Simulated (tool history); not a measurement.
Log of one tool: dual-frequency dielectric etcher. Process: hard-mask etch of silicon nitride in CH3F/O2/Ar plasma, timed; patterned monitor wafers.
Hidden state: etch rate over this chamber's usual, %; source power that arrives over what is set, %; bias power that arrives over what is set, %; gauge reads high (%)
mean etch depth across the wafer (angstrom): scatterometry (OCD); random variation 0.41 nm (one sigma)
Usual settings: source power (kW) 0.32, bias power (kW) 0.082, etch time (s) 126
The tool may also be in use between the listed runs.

run	hour	source power (kW)	bias power (kW)	etch time (s)	wafers since the last listed run	hours since the last wet clean	hours since the last source power generator calibration	hours since the last bias power generator calibration	hours since the last upper electrode change	hours since the gauge calibration	read-back reference wafer on the same gauge, depth_nm	mean etch depth across the wafer (angstrom)
1	0	0.32	0.082	126	0	330.9	2301.2	1940.3	2048.9	439.9	69.7	831
2	72.2	0.32	0.082	126	674	403.1	2373.4	2012.5	2121.1	512.1	69.8	830
3	131.9	0.32	0.069	126	557	462.8	2433.1	2072.2	2180.8	571.8	69.7	754
# hour 224.5: wet clean of the chamber
4	232.8	0.32	0.082	126	718	8.3	2534	2173.1	2281.7	672.7	69.7	830
5	281.7	0.32	0.082	126	456	57.2	2582.9	2222	2330.6	721.6	69.7	828
6	341.9	0.32	0.082	126	562	117.4	2643.1	2282.2	2390.8	781.8	69.8	833
7	417.7	0.32	0.082	126	708	193.2	2718.9	2358	2466.6	857.6	69.6	835
8	502.6	0.32	0.082	126	793	278.1	2803.8	2442.9	2551.5	942.5	69.7	826
9	601.5	0.32	0.082	126	924	377	2902.7	2541.8	2650.4	1041.4	69.7	831
10	663.2	0.32	0.082	126	576	438.7	2964.4	2603.5	2712.1	1103.1	69.8	827
11	767	0.32	0.082	126	969	542.5	3068.2	2707.3	2815.9	1206.9	69.7	831
# hour 800.1: wet clean of the chamber
12	805	0.32	0.082	126	130	4.9	3106.2	2745.3	2853.9	1244.9	69.7	834
13	871	0.32	0.082	126	616	70.9	3172.2	2811.3	2919.9	1310.9	69.7	833
# hour 922.2: upper electrode replaced, of another model than before
14	923.9	0.32	0.091	106.5	270	123.8	3225.1	2864.2	1.7	1363.8	69.7	750
15	973.1	0.32	0.082	126	459	173	3274.3	2913.4	50.9	1413	69.7	821
16	1110.6	0.32	0.082	126	1284	310.5	3411.8	3050.9	188.4	1550.5	69.7	819
17	1193.3	0.34	0.077	148	772	393.2	3494.5	3133.6	271.1	1633.2	69.7	944
18	1290.9	0.32	0.082	126	911	490.8	3592.1	3231.2	368.7	1730.8	69.8	821
# hour 1329.2: wet clean of the chamber
# hour 1465.7: gauge calibrated
# hour 1467.1: source power generator calibrated
19	1528.5	0.32	0.082	98	1958	199.3	61.4	3468.8	606.3	62.8	69.8	639
# hour 1742.5: bias power generator calibrated
20	1846.3	0.32	0.082	126	2932	517.1	379.2	103.8	924.1	380.6	69.6	844
21	1890.5	0.28	0.082	105	413	561.3	423.4	148	968.3	424.8	69.7	647
# hour 1926.2: wet clean of the chamber
22	1982	0.29	0.071	138	630	55.8	514.9	239.5	1059.8	516.3	69.7	764
23	2067.5	0.29	0.098	88.5	798	141.3	600.4	325	1145.3	601.8	69.6	645
24	2168.5	0.27	0.082	109	943	242.3	701.4	426	1246.3	702.8	69.7	665
25	2204.5	0.32	0.082	116.5	336	278.3	737.4	462	1282.3	738.8	69.8	766
26	2286.3	0.32	0.082	126	764	360.1	819.2	543.8	1364.1	820.6	69.7	831
27	2330.5	0.32	0.1	126	413	404.3	863.4	588	1408.3	864.8	69.7	974
28	2421.7	0.28	0.063	105	852	495.5	954.6	679.2	1499.5	956	69.8	491
# hour 2494.2: wet clean of the chamber
29	2494.7	0.32	0.082	126	457	0.5	1027.6	752.2	1572.5	1029	69.6	829

How the hidden state differs across the entries between the runs, from the last listed run before each to the first after it:
Between runs 3 and 4: wet clean of the chamber (hour 224.5)
  bias power that arrives over what is set, %: -4.26 -> -4.33
  measured less the result without the state, mean etch depth across the wafer (angstrom): -18 -> -22
Between runs 11 and 12: wet clean of the chamber (hour 800.1)
  bias power that arrives over what is set, %: -4.66 -> -4.68
  measured less the result without the state, mean etch depth across the wafer (angstrom): -24 -> -24
Between runs 13 and 14: upper electrode replaced, of another model than before (hour 922.2)
  bias power that arrives over what is set, %: -4.71 -> -4.74
  measured less the result without the state, mean etch depth across the wafer (angstrom): -23 -> -35
Between runs 18 and 19: wet clean of the chamber (hour 1329.2); gauge calibrated (hour 1465.7); source power generator calibrated (hour 1467.1)
  bias power that arrives over what is set, %: -4.88 -> -4.95
  measured less the result without the state, mean etch depth across the wafer (angstrom): -38 -> -30
Between runs 19 and 20: bias power generator calibrated (hour 1742.5)
  bias power that arrives over what is set, %: -4.95 -> -1.23
  measured less the result without the state, mean etch depth across the wafer (angstrom): -30 -> -9
Between runs 21 and 22: wet clean of the chamber (hour 1926.2)
  bias power that arrives over what is set, %: -1.39 -> -1.72
  measured less the result without the state, mean etch depth across the wafer (angstrom): -9 -> -10
Between runs 28 and 29: wet clean of the chamber (hour 2494.2)
  bias power that arrives over what is set, %: -2.99 -> -3.16
  measured less the result without the state, mean etch depth across the wafer (angstrom): -11 -> -24

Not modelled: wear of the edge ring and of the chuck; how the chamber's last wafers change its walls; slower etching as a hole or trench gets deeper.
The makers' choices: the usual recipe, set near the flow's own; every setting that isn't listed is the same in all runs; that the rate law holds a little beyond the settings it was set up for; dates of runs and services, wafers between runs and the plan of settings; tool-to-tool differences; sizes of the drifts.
